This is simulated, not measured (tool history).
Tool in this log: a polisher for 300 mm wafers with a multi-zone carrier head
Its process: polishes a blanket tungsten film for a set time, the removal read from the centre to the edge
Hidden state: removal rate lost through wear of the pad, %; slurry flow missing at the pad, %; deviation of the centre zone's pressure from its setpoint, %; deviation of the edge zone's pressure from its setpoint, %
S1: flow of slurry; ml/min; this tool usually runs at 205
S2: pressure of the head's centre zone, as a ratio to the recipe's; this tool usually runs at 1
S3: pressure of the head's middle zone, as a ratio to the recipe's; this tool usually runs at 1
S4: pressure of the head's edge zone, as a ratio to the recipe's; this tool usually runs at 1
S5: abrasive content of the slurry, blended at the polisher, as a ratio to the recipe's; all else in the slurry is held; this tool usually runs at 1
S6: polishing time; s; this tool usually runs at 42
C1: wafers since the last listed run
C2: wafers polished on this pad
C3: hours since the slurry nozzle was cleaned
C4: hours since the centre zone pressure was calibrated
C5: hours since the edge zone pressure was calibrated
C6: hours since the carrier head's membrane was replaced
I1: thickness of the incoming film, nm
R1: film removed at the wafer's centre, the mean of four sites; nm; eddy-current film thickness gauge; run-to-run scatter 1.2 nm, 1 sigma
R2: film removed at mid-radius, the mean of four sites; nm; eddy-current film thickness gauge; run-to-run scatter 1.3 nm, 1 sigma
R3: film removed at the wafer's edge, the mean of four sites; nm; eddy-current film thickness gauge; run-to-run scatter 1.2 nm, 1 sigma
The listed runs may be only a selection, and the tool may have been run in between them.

run	hour	S1	S2	S3	S4	S5	S6	C1	C2	C3	C4	C5	C6	I1	R1	R2	R3
1	0	255	0.91	0.92	1	0.75	42	0	3	60	873.2	119.3	108.2	1056.5	99	88.5	97
2	12.4	205	1.09	1.06	1	1.25	42	89	92	72.4	885.6	131.7	120.6	1056.6	140.7	116.3	111.9
3	23.7	205	1	1.03	1.12	1	51	81	174	83.7	896.9	143	131.9	1086.6	144.6	129.9	134
4	35.4	205	1	1	1	1	42	84	258	95.4	908.6	154.7	143.6	1046.7	116.2	104	104.1
# hour 40.7: centre zone pressure recalibrated
5	71	205	0.88	1	0.93	1	42	241	500	131	30.3	190.3	179.2	1058.9	93.9	104.6	100.3
6	85	205	0.96	1.07	0.93	1	42	100	600	145	44.3	204.3	193.2	1049.1	101.4	108.3	99.5
7	100	155	0.88	1.06	1	0.9	42	107	708	160	59.3	219.3	208.2	1085	88.7	103.3	99.1
8	112.2	205	1	0.94	1	1	42	87	796	172.2	71.5	231.5	220.4	1072	108.8	101.7	102.1
9	120.6	205	1	1	1	1	42	60	856	180.6	79.9	239.9	228.8	1076.8	108.3	102.9	105.7
10	129.6	205	1	1	1	1.3	57	64	921	189.6	88.9	248.9	237.8	1088.5	158.8	154.9	156
11	143.1	205	1	1	1	1	42	97	1018	203.1	102.4	262.4	251.3	1067.2	106.5	103.9	106
# hour 152.1: worn pad replaced by a new one
12	196	205	0.9	1	1	1	33	351	315	256	155.3	315.3	304.2	1059.3	75.9	81.6	81.3
13	212.1	205	1	1	1	0.8	42	115	431	272.1	171.4	331.4	320.3	1076.2	99.8	97.1	96.5
14	224.4	205	1	1	1	1	42	88	520	284.4	183.7	343.7	332.6	1089.7	109.1	102.6	104.1
15	235.8	205	1	1	1	1	42	82	602	295.8	195.1	355.1	344	1077.7	107.9	104.3	104.2
16	246.2	205	1	1	1	1	42	74	677	306.2	205.5	365.5	354.4	1084.5	108.1	102.8	103.4
17	262.3	135	1	1.06	1	1.15	50	115	792	322.3	221.6	381.6	370.5	1073.9	125.8	131.1	128.9
18	276.7	205	1.11	1	1	1	56	103	896	336.7	236	396	384.9	1062.2	160.5	138.1	138.8
19	293.4	205	1	1.12	0.92	1	42	120	1016	353.4	252.7	412.7	401.6	1065.7	109	113.9	99.6
# hour 301.1: worn pad replaced by a new one
20	303.3	205	1	1	1	1	42	42	15	363.3	262.6	422.6	411.5	1079	108.4	104.9	103.5
21	315.2	265	1	1	0.93	1	42	85	101	375.2	274.5	434.5	423.4	1087.5	109.5	107.2	102

Below are 5 alternative next runs, each starting from the tool's condition after run 21. Predict each:
A	315.6	205	1	1	1	1	49	2	104	375.6	274.9	434.9	423.8	1075.9	?	?	?
B	315.6	205	1	0.92	1	1	42	2	104	375.6	274.9	434.9	423.8	1075.9	?	?	?
C	315.6	230	0.91	1.08	1	1	42	2	104	375.6	274.9	434.9	423.8	1075.9	?	?	?
D	315.6	205	1.05	1	1	0.9	50	2	104	375.6	274.9	434.9	423.8	1075.9	?	?	?
E	315.6	240	0.97	1	1	1	38	2	104	375.6	274.9	434.9	423.8	1075.9	?	?	?

run	R1	R2	R3
A	126	123.2	121.3
B	107.9	98.5	104.1
C	99.5	114.1	104.7
D	130	121	119.2
E	96.4	97	95.1
With the hidden condition removed and each run's random variation left untouched, the same runs would have given:
run	R1	R2	R3
A	122.4	124.7	122.4
B	104.9	99.7	105
C	96.6	115.4	105.6
D	126.4	122.5	120.2
E	93.5	98.1	95.9

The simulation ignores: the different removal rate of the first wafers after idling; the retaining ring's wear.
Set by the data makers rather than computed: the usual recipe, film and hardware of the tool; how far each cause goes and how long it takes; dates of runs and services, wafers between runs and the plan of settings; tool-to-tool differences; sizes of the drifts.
